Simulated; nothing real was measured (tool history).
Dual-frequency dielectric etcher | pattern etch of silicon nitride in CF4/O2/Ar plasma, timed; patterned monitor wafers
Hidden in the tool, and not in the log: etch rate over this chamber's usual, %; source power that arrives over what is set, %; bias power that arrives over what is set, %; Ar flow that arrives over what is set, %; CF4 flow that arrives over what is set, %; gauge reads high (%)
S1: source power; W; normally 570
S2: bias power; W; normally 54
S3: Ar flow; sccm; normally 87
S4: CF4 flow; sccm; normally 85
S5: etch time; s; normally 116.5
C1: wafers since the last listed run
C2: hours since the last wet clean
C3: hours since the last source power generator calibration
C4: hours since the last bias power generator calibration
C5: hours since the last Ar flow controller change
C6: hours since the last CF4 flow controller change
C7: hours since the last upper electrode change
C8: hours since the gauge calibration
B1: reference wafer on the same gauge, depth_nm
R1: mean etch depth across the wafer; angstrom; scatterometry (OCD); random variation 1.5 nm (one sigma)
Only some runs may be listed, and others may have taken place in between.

Run 1, hour 0.0: usual settings; C1 0; C2 159.1; C3 4288.9; C4 27.6; C5 5316.2; C6 1216.9; C7 4441.6; C8 546.6; B1 251.8. Result: R1 2672 angstrom.
Run 2, hour 10.6: usual settings; C1 76; C2 169.7; C3 4299.5; C4 38.2; C5 5326.8; C6 1227.5; C7 4452.2; C8 557.2; B1 251.5. Result: R1 2645 angstrom.
At hour 33.4: Ar flow controller replaced.
Run 3, hour 42.0: usual settings; C1 183; C2 201.1; C3 4330.9; C4 69.6; C5 8.6; C6 1258.9; C7 4483.6; C8 588.6; B1 252.0. Result: R1 2641 angstrom.
At hour 44.5: gauge calibrated.
Run 4, hour 59.7: usual settings; C1 127; C2 218.8; C3 4348.6; C4 87.3; C5 26.3; C6 1276.6; C7 4501.3; C8 15.2; B1 252.2. Result: R1 2665 angstrom.
Run 5, hour 76.3: usual settings but S1 530 W; C1 120; C2 235.4; C3 4365.2; C4 103.9; C5 42.9; C6 1293.2; C7 4517.9; C8 31.8; B1 252.0. Result: R1 2550 angstrom.
At hour 106.4: source power generator calibrated.
At hour 113.3: upper electrode replaced.
Run 6, hour 113.8: usual settings but S2 61 W; C1 192; C2 272.9; C3 7.4; C4 141.4; C5 80.4; C6 1330.7; C7 0.5; C8 69.3; B1 252.5. Result: R1 2815 angstrom.
Run 7, hour 114.1: usual settings but S2 63 W; C1 2; C2 273.2; C3 7.7; C4 141.7; C5 80.7; C6 1331.0; C7 0.8; C8 69.6; B1 252.4. Result: R1 2824 angstrom.
Run 8, hour 114.5: usual settings but S2 65 W, S4 99 sccm; C1 2; C2 273.6; C3 8.1; C4 142.1; C5 81.1; C6 1331.4; C7 1.2; C8 70.0; B1 252.5. Result: R1 2911 angstrom.
Run 9, hour 121.4: usual settings but S2 44 W; C1 49; C2 280.5; C3 15.0; C4 149.0; C5 88.0; C6 1338.3; C7 8.1; C8 76.9; B1 251.7. Result: R1 2528 angstrom.
At hour 148.8: wet clean of the chamber.
Run 10, hour 149.3: usual settings but S1 530 W, S3 81 sccm, S4 75 sccm, S5 85.5 s; C1 28; C2 0.5; C3 42.9; C4 176.9; C5 115.9; C6 1366.2; C7 36.0; C8 104.8; B1 251.9. Result: R1 1937 angstrom.
Run 11, hour 154.5: usual settings; C1 37; C2 5.7; C3 48.1; C4 182.1; C5 121.1; C6 1371.4; C7 41.2; C8 110.0; B1 251.9. Result: R1 2775 angstrom.
Run 12, hour 172.0: usual settings but S1 490 W, S3 71 sccm, S4 74 sccm; C1 126; C2 23.2; C3 65.6; C4 199.6; C5 138.6; C6 1388.9; C7 58.7; C8 127.5; B1 252.0. Result: R1 2606 angstrom.
Run 13, hour 184.9: usual settings but S1 510 W, S2 61 W; C1 93; C2 36.1; C3 78.5; C4 212.5; C5 151.5; C6 1401.8; C7 71.6; C8 140.4; B1 251.2. Result: R1 2729 angstrom.
At hour 198.6: CF4 flow controller replaced.
Run 14, hour 199.1: usual settings but S1 670 W, S4 71 sccm, S5 146.0 s; C1 59; C2 50.3; C3 92.7; C4 226.7; C5 165.7; C6 0.5; C7 85.8; C8 154.6; B1 252.4. Result: R1 3702 angstrom.
Run 15, hour 234.0: usual settings; C1 252; C2 85.2; C3 127.6; C4 261.6; C5 200.6; C6 35.4; C7 120.7; C8 189.5; B1 251.9. Result: R1 2786 angstrom.
Run 16, hour 243.0: usual settings; C1 65; C2 94.2; C3 136.6; C4 270.6; C5 209.6; C6 44.4; C7 129.7; C8 198.5; B1 252.3. Result: R1 2812 angstrom.
Run 17, hour 257.2: usual settings but S2 65 W, S4 70 sccm, S5 107.5 s; C1 102; C2 108.4; C3 150.8; C4 284.8; C5 223.8; C6 58.6; C7 143.9; C8 212.7; B1 252.5. Result: R1 2673 angstrom.
At hour 282.5: wet clean of the chamber, repeated, since the last time left the tool worse.
Run 18, hour 283.0: usual settings but S2 42 W, S3 103 sccm, S5 104.5 s; C1 13; C2 0.5; C3 176.6; C4 310.6; C5 249.6; C6 84.4; C7 169.7; C8 238.5; B1 251.9. Result: R1 2098 angstrom.
Run 19, hour 314.1: usual settings; C1 224; C2 31.6; C3 207.7; C4 341.7; C5 280.7; C6 115.5; C7 200.8; C8 269.6; B1 252.1. Result: R1 2635 angstrom.
Run 20, hour 329.2: usual settings but S1 680 W, S2 62 W, S4 98 sccm; C1 109; C2 46.7; C3 222.8; C4 356.8; C5 295.8; C6 130.6; C7 215.9; C8 284.7; B1 252.0. Result: R1 3070 angstrom.
Run 21, hour 341.9: usual settings but S3 70 sccm, S4 99 sccm, S5 89.5 s; C1 91; C2 59.4; C3 235.5; C4 369.5; C5 308.5; C6 143.3; C7 228.6; C8 297.4; B1 252.0. Result: R1 2143 angstrom.
Run 22, hour 366.0: usual settings but S1 670 W, S3 81 sccm, S4 71 sccm, S5 146.0 s; C1 174; C2 83.5; C3 259.6; C4 393.6; C5 332.6; C6 167.4; C7 252.7; C8 321.5; B1 252.2. Result: R1 3578 angstrom.

Take each entry between the runs: how does the hidden state at the last listed run before it differ from the hidden state at the first listed run after it?
Logged between run 2 and run 3: Ar flow controller replaced (hour 33.4)
  etch rate over this chamber's usual, %: 1.19 -> 1.53
  difference, measured minus the result without the unlogged condition, R1: +31 -> +40 angstrom
Logged between run 3 and run 4: gauge calibrated (hour 44.5)
  etch rate over this chamber's usual, %: 1.53 -> 1.73
  difference, measured minus the result without the unlogged condition, R1: +40 -> +45 angstrom
Logged between run 5 and run 6: source power generator calibrated (hour 106.4); upper electrode replaced (hour 113.3)
  etch rate over this chamber's usual, %: 1.91 -> 2.32
  difference, measured minus the result without the unlogged condition, R1: +47 -> +64 angstrom
Logged between run 9 and run 10: wet clean of the chamber (hour 148.8)
  etch rate over this chamber's usual, %: 2.4 -> 5.44
  difference, measured minus the result without the unlogged condition, R1: +59 -> +100 angstrom
Logged between run 13 and run 14: CF4 flow controller replaced (hour 198.6)
  etch rate over this chamber's usual, %: 5.83 -> 5.99
  difference, measured minus the result without the unlogged condition, R1: +151 -> +209 angstrom
Logged between run 17 and run 18: wet clean of the chamber, repeated, since the last time left the tool worse (hour 282.5)
  etch rate over this chamber's usual, %: 6.62 -> 0.0181
  difference, measured minus the result without the unlogged condition, R1: +166 -> +1 angstrom

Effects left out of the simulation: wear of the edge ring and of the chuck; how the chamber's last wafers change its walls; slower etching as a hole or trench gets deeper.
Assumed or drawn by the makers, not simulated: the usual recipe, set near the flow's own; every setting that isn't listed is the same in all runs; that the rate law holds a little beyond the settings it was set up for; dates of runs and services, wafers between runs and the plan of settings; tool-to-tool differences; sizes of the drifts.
